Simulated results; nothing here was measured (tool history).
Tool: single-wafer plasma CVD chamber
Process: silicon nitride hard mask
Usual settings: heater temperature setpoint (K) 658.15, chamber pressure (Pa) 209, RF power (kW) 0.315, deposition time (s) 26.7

run,hour,heater temperature setpoint (K),chamber pressure (Pa),RF power (kW),deposition time (s),wafers since the last listed run,hours since the last thermocouple change,hours since the last RF generator calibration,hours since the last manometer calibration,hours since the showerhead was replaced,hours since the gauge calibration,"read-back reference wafer on the same gauge, thickness_nm",mean film thickness on the monitor wafer (angstrom)
1,0.0,658.15,209,0.315,26.7,0,2183.5,1776.2,1305.8,3214.6,63.6,40.900,360.37
2,10.4,658.15,209,0.315,26.7,176,2193.9,1786.6,1316.2,3225.0,74.0,40.888,360.19
3,18.3,658.15,209,0.315,26.7,133,2201.8,1794.5,1324.1,3232.9,81.9,40.908,360.13
4,26.2,658.15,209,0.315,26.7,133,2209.7,1802.4,1332.0,3240.8,89.8,40.869,360.64
5,33.1,658.15,209,0.315,26.7,116,2216.6,1809.3,1338.9,3247.7,96.7,40.933,359.69
6,39.8,654.15,209,0.315,26.7,113,2223.3,1816.0,1345.6,3254.4,103.4,40.878,360.10
7,49.4,658.15,173,0.315,26.7,162,2232.9,1825.6,1355.2,3264.0,113.0,40.923,334.05
# hour 61.0: showerhead replaced
8,61.5,658.15,173,0.315,26.7,69,2245.0,1837.7,1367.3,0.5,125.1,40.922,334.60
# hour 76.2: capacitance manometer re-zeroed and calibrated
9,76.7,658.15,209,0.315,26.7,121,2260.2,1852.9,0.5,15.7,140.3,40.888,350.25
10,92.0,658.15,209,0.315,26.7,259,2275.5,1868.2,15.8,31.0,155.6,40.911,351.04
11,120.9,658.15,209,0.315,26.7,489,2304.4,1897.1,44.7,59.9,184.5,40.902,351.30
# hour 133.4: RF generator calibrated
12,133.9,658.15,245,0.290,26.7,84,2317.4,0.5,57.7,72.9,197.5,40.869,365.77
13,144.7,663.15,209,0.290,28.2,182,2328.2,11.3,68.5,83.7,208.3,40.938,365.23
14,159.7,658.15,231,0.360,30.4,254,2343.2,26.3,83.5,98.7,223.3,40.915,461.55
15,172.5,658.15,209,0.315,21.8,216,2356.0,39.1,96.3,111.5,236.1,40.889,295.71
16,182.7,658.15,233,0.285,23.0,172,2366.2,49.3,106.5,121.7,246.3,40.900,307.28
17,191.1,658.15,209,0.315,26.7,142,2374.6,57.7,114.9,130.1,254.7,40.901,364.43
18,207.6,658.15,248,0.270,25.3,279,2391.1,74.2,131.4,146.6,271.2,40.899,335.60
19,221.1,658.15,209,0.315,26.7,228,2404.6,87.7,144.9,160.1,284.7,40.914,364.19
20,240.8,663.15,209,0.315,26.7,333,2424.3,107.4,164.6,179.8,304.4,40.931,364.92
21,253.7,658.15,209,0.315,26.7,218,2437.2,120.3,177.5,192.7,317.3,40.905,366.11
# hour 266.4: thermocouple changed; heater temperature recalibrated
22,266.9,652.15,167,0.315,29.1,88,0.5,133.5,190.7,205.9,330.5,40.915,364.36
23,277.5,658.15,209,0.315,26.7,179,11.1,144.1,201.3,216.5,341.1,40.895,365.84
# hour 281.8: gauge calibrated
24,295.2,658.15,209,0.315,21.6,299,28.8,161.8,219.0,234.2,13.4,40.904,296.04
25,305.0,658.15,187,0.315,26.7,166,38.6,171.6,228.8,244.0,23.2,40.879,349.13
26,319.9,658.15,209,0.350,22.9,252,53.5,186.5,243.7,258.9,38.1,40.869,333.14
27,337.5,648.15,237,0.350,31.4,298,71.1,204.1,261.3,276.5,55.7,40.894,478.27
28,352.6,658.15,209,0.315,26.7,255,86.2,219.2,276.4,291.6,70.8,40.892,366.59
29,363.7,658.15,209,0.315,26.7,188,97.3,230.3,287.5,302.7,81.9,40.915,367.11
30,376.3,658.15,172,0.350,26.7,213,109.9,242.9,300.1,315.3,94.5,40.931,361.06

Some steps in mean film thickness on the monitor wafer (angstrom) between neighbouring runs. How much of each would the tool show without its hidden state too (settings, what came in, random variation), and how much is left for the hidden state, with any gauge scatter that isn't in both results?
The hidden state here: wafer temperature above the value expected at the setpoint (K); delivered RF power above the setpoint (%); true pressure above the setpoint (%); gauge reads high (%).
Run 8 -> 9: chamber pressure (Pa) 173 -> 209, capacitance manometer re-zeroed and calibrated. mean film thickness on the monitor wafer (angstrom) +15.65: hidden state -9.52, all else +25.17.
Run 11 -> 12: chamber pressure (Pa) 209 -> 245, RF power (kW) 0.315 -> 0.290, RF generator calibrated. mean film thickness on the monitor wafer (angstrom) +14.47: hidden state +11.51, all else +2.96.
Run 14 -> 15: chamber pressure (Pa) 231 -> 209, RF power (kW) 0.360 -> 0.315, deposition time (s) 30.4 -> 21.8. mean film thickness on the monitor wafer (angstrom) -165.84: hidden state -0.35, all else -165.49.
Run 26 -> 27: heater temperature setpoint (K) 658.15 -> 648.15, chamber pressure (Pa) 209 -> 237, deposition time (s) 22.9 -> 31.4. mean film thickness on the monitor wafer (angstrom) +145.13: hidden state +1.59, all else +143.54.
Run 27 -> 28: heater temperature setpoint (K) 648.15 -> 658.15, chamber pressure (Pa) 237 -> 209, RF power (kW) 0.350 -> 0.315, deposition time (s) 31.4 -> 26.7. mean film thickness on the monitor wafer (angstrom) -111.68: hidden state -0.91, all else -110.77.

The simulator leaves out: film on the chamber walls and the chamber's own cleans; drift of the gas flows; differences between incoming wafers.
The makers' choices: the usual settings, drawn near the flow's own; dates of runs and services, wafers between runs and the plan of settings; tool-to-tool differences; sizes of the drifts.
